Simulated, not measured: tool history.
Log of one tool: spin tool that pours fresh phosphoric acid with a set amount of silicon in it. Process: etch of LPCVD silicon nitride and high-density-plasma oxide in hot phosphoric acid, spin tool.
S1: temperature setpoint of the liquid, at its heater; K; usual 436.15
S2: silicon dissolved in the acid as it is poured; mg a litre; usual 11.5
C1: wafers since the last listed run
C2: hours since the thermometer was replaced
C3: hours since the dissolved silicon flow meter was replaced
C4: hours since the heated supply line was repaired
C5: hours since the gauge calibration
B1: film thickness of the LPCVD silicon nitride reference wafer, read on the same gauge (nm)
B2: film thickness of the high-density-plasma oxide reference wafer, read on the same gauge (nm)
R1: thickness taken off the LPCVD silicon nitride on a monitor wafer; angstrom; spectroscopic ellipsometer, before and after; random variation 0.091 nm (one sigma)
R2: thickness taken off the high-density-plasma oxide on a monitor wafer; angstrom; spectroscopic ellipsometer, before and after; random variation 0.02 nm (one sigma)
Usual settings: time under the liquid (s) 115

Run 1, hour 0: usual settings; C1 0; C2 323.1; C3 54.5; C4 555.5; C5 896.8; B1 59.99; B2 149.99. Result: R1 103.2 angstrom, R2 5.26 angstrom.
Run 2, hour 101.8: usual settings; C1 905; C2 424.9; C3 156.3; C4 657.3; C5 998.6; B1 59.97; B2 149.999. Result: R1 102.5 angstrom, R2 4.9 angstrom.
Run 3, hour 179: usual settings but time under the liquid (s) 60; C1 686; C2 502.1; C3 233.5; C4 734.5; C5 1075.8; B1 59.96; B2 150.009. Result: R1 53.5 angstrom, R2 2.63 angstrom.
Run 4, hour 220.8: usual settings but time under the liquid (s) 60; C1 371; C2 543.9; C3 275.3; C4 776.3; C5 1117.6; B1 60.01; B2 150.016. Result: R1 54.3 angstrom, R2 2.58 angstrom.
Run 5, hour 271.2: usual settings but S1 434.65 K; C1 448; C2 594.3; C3 325.7; C4 826.7; C5 1168; B1 60.01; B2 149.986. Result: R1 97.4 angstrom, R2 4.67 angstrom.
At hour 460: thermometer replaced.
Run 6, hour 528.2: usual settings; C1 2276; C2 68.2; C3 582.7; C4 1083.7; C5 1425; B1 59.97; B2 149.999. Result: R1 101.6 angstrom, R2 5.08 angstrom.
Run 7, hour 594: usual settings; C1 585; C2 134; C3 648.5; C4 1149.5; C5 1490.8; B1 59.98; B2 150.006. Result: R1 102 angstrom, R2 4.98 angstrom.
Run 8, hour 690.8: usual settings but S2 7 mg a litre; C1 860; C2 230.8; C3 745.3; C4 1246.3; C5 1587.6; B1 60.03; B2 149.984. Result: R1 101.6 angstrom, R2 5.41 angstrom.
Run 9, hour 860.6: usual settings but S2 7 mg a litre; C1 1509; C2 400.6; C3 915.1; C4 1416.1; C5 1757.4; B1 59.98; B2 150.016. Result: R1 104.8 angstrom, R2 5.37 angstrom.
Run 10, hour 948.7: usual settings but S2 7 mg a litre; C1 783; C2 488.7; C3 1003.2; C4 1504.2; C5 1845.5; B1 60; B2 149.99. Result: R1 104.4 angstrom, R2 5.24 angstrom.
Run 11, hour 1022.7: usual settings; C1 657; C2 562.7; C3 1077.2; C4 1578.2; C5 1919.5; B1 60.03; B2 149.975. Result: R1 105.4 angstrom, R2 5.35 angstrom.
At hour 1045.4: heated supply line repaired.
Run 12, hour 1081.4: usual settings but S1 435.15 K, S2 18.5 mg a litre; C1 512; C2 621.4; C3 1135.9; C4 36; C5 1978.2; B1 60.01; B2 149.99. Result: R1 102.4 angstrom, R2 4.29 angstrom.
At hour 1088.1: gauge calibrated.
At hour 1092.2: thermometer replaced.
Run 13, hour 1172.6: usual settings but S1 434.15 K, S2 6 mg a litre, time under the liquid (s) 185; C1 801; C2 80.4; C3 1227.1; C4 127.2; C5 84.5; B1 60.04; B2 149.994. Result: R1 154.1 angstrom, R2 7.27 angstrom.
Run 14, hour 1224: usual settings but S2 7 mg a litre; C1 456; C2 131.8; C3 1278.5; C4 178.6; C5 135.9; B1 60.01; B2 150.006. Result: R1 104.1 angstrom, R2 5.39 angstrom.
Run 15, hour 1261.5: usual settings but S1 433.65 K, S2 5 mg a litre; C1 333; C2 169.3; C3 1316; C4 216.1; C5 173.4; B1 59.99; B2 149.992. Result: R1 93.8 angstrom, R2 4.63 angstrom.
Run 16, hour 1304.2: usual settings but S1 438.15 K, S2 4 mg a litre, time under the liquid (s) 155; C1 379; C2 212; C3 1358.7; C4 258.8; C5 216.1; B1 60.02; B2 150.021. Result: R1 147.7 angstrom, R2 8.63 angstrom.
Run 17, hour 1379.1: usual settings but S1 434.65 K, S2 15.5 mg a litre, time under the liquid (s) 75; C1 665; C2 286.9; C3 1433.6; C4 333.7; C5 291; B1 60; B2 149.977. Result: R1 64.1 angstrom, R2 2.72 angstrom.
At hour 1405: dissolved silicon flow meter replaced.
Run 18, hour 1452.8: usual settings but S2 19.5 mg a litre; C1 646; C2 360.6; C3 47.8; C4 407.4; C5 364.7; B1 60.05; B2 150.023. Result: R1 102.7 angstrom, R2 4.08 angstrom.
Run 19, hour 1559.7: usual settings but S1 434.15 K, S2 20 mg a litre; C1 950; C2 467.5; C3 154.7; C4 514.3; C5 471.6; B1 60.04; B2 149.985. Result: R1 96 angstrom, R2 3.45 angstrom.
Run 20, hour 1664.9: usual settings but S1 434.65 K, time under the liquid (s) 85; C1 935; C2 572.7; C3 259.9; C4 619.5; C5 576.8; B1 59.97; B2 149.999. Result: R1 73.6 angstrom, R2 3.4 angstrom.
Run 21, hour 1746: usual settings but S1 433.65 K; C1 721; C2 653.8; C3 341; C4 700.6; C5 657.9; B1 59.98; B2 150.014. Result: R1 96.6 angstrom, R2 4.2 angstrom.
Run 22, hour 1811.6: usual settings; C1 583; C2 719.4; C3 406.6; C4 766.2; C5 723.5; B1 60.01; B2 149.99. Result: R1 106.1 angstrom, R2 5.19 angstrom.

Forecast each of these 3 alternatives for the next run:
Run A, hour 1812: usual settings but S1 438.15 K; C1 3; C2 719.8; C3 407; C4 766.6; C5 723.9; B1 ?; B2 ?. Result: R1 ?, R2 ?.
Run B, hour 1812: usual settings but S1 434.15 K, S2 16.5 mg a litre, time under the liquid (s) 70; C1 3; C2 719.8; C3 407; C4 766.6; C5 723.9; B1 ?; B2 ?. Result: R1 ?, R2 ?.
Run C, hour 1812: usual settings but S1 433.65 K, S2 17 mg a litre, time under the liquid (s) 150; C1 3; C2 719.8; C3 407; C4 766.6; C5 723.9; B1 ?; B2 ?. Result: R1 ?, R2 ?.

run     B1   B2     R1    R2
  A  59.99  150  110.6  6.44
  B  59.99  150     59   2.6
  C  59.99  150  124.3  5.29
Without the tool's hidden state the same runs would have given:
run     R1    R2
  A  105.8  5.85
  B   56.4  2.35
  C  118.9   4.8

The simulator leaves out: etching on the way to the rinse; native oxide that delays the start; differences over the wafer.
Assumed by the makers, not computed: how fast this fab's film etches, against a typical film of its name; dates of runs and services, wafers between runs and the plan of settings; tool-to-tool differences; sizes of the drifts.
